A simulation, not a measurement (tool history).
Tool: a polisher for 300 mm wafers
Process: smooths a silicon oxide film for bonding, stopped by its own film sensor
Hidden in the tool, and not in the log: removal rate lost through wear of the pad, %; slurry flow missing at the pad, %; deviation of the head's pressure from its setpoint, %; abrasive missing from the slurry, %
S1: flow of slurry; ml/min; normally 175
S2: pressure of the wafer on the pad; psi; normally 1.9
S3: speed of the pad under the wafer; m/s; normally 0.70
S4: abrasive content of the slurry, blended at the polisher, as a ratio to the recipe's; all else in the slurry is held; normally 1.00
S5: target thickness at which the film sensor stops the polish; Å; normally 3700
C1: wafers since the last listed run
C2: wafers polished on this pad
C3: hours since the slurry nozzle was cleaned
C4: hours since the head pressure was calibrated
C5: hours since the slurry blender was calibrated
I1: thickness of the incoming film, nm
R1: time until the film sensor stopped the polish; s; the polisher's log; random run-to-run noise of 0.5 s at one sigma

run   hour   S1   S2    S3    S4    S5   C1   C2     C3      C4     C5     I1     R1
  1    0.0  175  1.9  0.70  1.00  3700    0  472  539.5  1247.5   92.3  411.2   72.5
  2   12.7  175  1.9  0.70  1.00  3700  145  618  552.2  1260.2  105.0  417.0   84.0
  3   29.4  175  1.9  0.70  0.85  3700  191  810  568.9  1276.9  121.7  405.9   67.2
      37.7  -- worn pad replaced by a new one
  4   45.2  175  1.9  0.70  0.85  3700  135   85  584.7  1292.7  137.5  408.3   72.5
      63.3  -- head pressure recalibrated
  5   63.8  175  1.9  0.70  0.85  3700  190  276  603.3     0.5  156.1  408.9   73.7
  6   72.0  175  1.9  0.70  1.00  3640   94  370  611.5     8.7  164.3  409.5   80.7
      88.7  -- slurry blender recalibrated
  7   89.0  145  1.9  0.70  1.00  3700  172  543  628.5    25.7    0.3  409.5   74.1
  8  102.4  175  1.6  0.54  0.85  3660  154  697  641.9    39.1   13.7  418.1  139.9
     104.8  -- slurry nozzle cleaned
     117.5  -- worn pad replaced by a new one, of another model than before
  9  118.0  225  1.9  0.70  1.00  3570  121    5   13.2    54.7   29.3  405.9   76.4
 10  125.8  175  1.9  0.70  1.00  3700   89   95   21.0    62.5   37.1  412.7   67.5
 11  158.2  150  1.9  0.64  1.00  3750  372  467   53.4    94.9   69.5  414.1   64.8
 12  164.9  175  1.9  0.70  1.00  3700   77  544   60.1   101.6   76.2  410.1   64.7
 13  177.4  175  1.2  0.70  1.00  3700  143  688   72.6   114.1   88.7  407.6   74.7
 14  184.0  115  1.9  0.92  0.80  3760   75  764   79.2   120.7   95.3  414.7   62.9
     194.4  -- worn pad replaced by a new one
 15  194.9  220  1.9  0.70  1.00  3610   79    6   90.1   131.6  106.2  409.1   74.6

Run by run, hidden condition taken away, random variation retained:
run     R1
  1   64.9
  2   75.1
  3   60.0
  4   64.7
  5   65.7
  6   71.8
  7   64.3
  8  124.3
  9   76.1
 10   67.1
 11   64.1
 12   64.0
 13   73.8
 14   61.9
 15   73.7

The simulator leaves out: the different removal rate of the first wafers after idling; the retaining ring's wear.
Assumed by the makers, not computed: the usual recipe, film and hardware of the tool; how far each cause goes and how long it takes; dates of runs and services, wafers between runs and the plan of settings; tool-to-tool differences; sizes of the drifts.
